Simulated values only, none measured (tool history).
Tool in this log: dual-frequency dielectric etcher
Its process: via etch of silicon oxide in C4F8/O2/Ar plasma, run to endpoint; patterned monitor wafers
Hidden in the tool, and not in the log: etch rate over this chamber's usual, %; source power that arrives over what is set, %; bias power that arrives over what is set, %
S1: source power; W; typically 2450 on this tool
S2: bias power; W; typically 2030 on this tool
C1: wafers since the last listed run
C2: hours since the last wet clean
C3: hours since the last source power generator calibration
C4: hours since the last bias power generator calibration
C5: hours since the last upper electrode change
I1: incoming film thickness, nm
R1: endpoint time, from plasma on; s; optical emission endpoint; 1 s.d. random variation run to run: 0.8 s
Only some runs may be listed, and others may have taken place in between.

run 1 hour=0 | S1=2450 S2=1692 | C1=0 C2=547.9 C3=1801.2 C4=1720.6 C5=2535.5 | I1=1479.4 | R1=284.1
run 2 hour=33 | S1=2450 S2=2030 | C1=168 C2=580.9 C3=1834.2 C4=1753.6 C5=2568.5 | I1=1468.8 | R1=262.6
run 3 hour=64.8 | S1=2450 S2=2030 | C1=162 C2=612.7 C3=1866 C4=1785.4 C5=2600.3 | I1=1466.1 | R1=263.5
-- hour=97.1 source power generator calibrated
-- hour=105.2 wet clean of the chamber
run 4 hour=105.7 | S1=2450 S2=1686 | C1=146 C2=0.5 C3=8.6 C4=1826.3 C5=2641.2 | I1=1474.7 | R1=279.6
-- hour=116.1 bias power generator calibrated
run 5 hour=116.6 | S1=2450 S2=1686 | C1=35 C2=11.4 C3=19.5 C4=0.5 C5=2652.1 | I1=1475.7 | R1=285
run 6 hour=128.7 | S1=2450 S2=2030 | C1=61 C2=23.5 C3=31.6 C4=12.6 C5=2664.2 | I1=1483.8 | R1=266.3
run 7 hour=159.8 | S1=2450 S2=2030 | C1=158 C2=54.6 C3=62.7 C4=43.7 C5=2695.3 | I1=1483.5 | R1=266.4
run 8 hour=186.1 | S1=2100 S2=2030 | C1=134 C2=80.9 C3=89 C4=70 C5=2721.6 | I1=1474.6 | R1=282.1
run 9 hour=200.1 | S1=2450 S2=1913 | C1=71 C2=94.9 C3=103 C4=84 C5=2735.6 | I1=1474.4 | R1=271.4
run 10 hour=222.7 | S1=2450 S2=1913 | C1=115 C2=117.5 C3=125.6 C4=106.6 C5=2758.2 | I1=1461.4 | R1=270
run 11 hour=257.4 | S1=2450 S2=2030 | C1=176 C2=152.2 C3=160.3 C4=141.3 C5=2792.9 | I1=1480.3 | R1=266.1
run 12 hour=284.7 | S1=2450 S2=2030 | C1=139 C2=179.5 C3=187.6 C4=168.6 C5=2820.2 | I1=1460.8 | R1=263.5
run 13 hour=354.2 | S1=1920 S2=2503 | C1=354 C2=249 C3=257.1 C4=238.1 C5=2889.7 | I1=1478.2 | R1=273
run 14 hour=371.4 | S1=3040 S2=1545 | C1=87 C2=266.2 C3=274.3 C4=255.3 C5=2906.9 | I1=1472.9 | R1=267.7
run 15 hour=393.9 | S1=2450 S2=2030 | C1=114 C2=288.7 C3=296.8 C4=277.8 C5=2929.4 | I1=1490.2 | R1=268.5
run 16 hour=419.5 | S1=2840 S2=2415 | C1=130 C2=314.3 C3=322.4 C4=303.4 C5=2955 | I1=1471.1 | R1=235.5
run 17 hour=438.3 | S1=2100 S2=2030 | C1=95 C2=333.1 C3=341.2 C4=322.2 C5=2973.8 | I1=1468 | R1=283.9
run 18 hour=497.8 | S1=2450 S2=2030 | C1=303 C2=392.6 C3=400.7 C4=381.7 C5=3033.3 | I1=1483.8 | R1=267.4
run 19 hour=532.6 | S1=2450 S2=1599 | C1=177 C2=427.4 C3=435.5 C4=416.5 C5=3068.1 | I1=1465 | R1=290.1
-- hour=571.7 upper electrode replaced
run 20 hour=572.2 | S1=2660 S2=2364 | C1=79 C2=467 C3=475.1 C4=456.1 C5=0.5 | I1=1486.6 | R1=245.9

Run 21, settings as shown, results not yet in. Your forecast:
run 21 hour=572.6 | S1=1990 S2=2366 | C1=2 C2=467.4 C3=475.5 C4=456.5 C5=0.9 | I1=1474.6 | R1=?

R1: 275.5 s
On a tool with no hidden condition, and with the same random variation, this run would have come out at R1 274.4 s.

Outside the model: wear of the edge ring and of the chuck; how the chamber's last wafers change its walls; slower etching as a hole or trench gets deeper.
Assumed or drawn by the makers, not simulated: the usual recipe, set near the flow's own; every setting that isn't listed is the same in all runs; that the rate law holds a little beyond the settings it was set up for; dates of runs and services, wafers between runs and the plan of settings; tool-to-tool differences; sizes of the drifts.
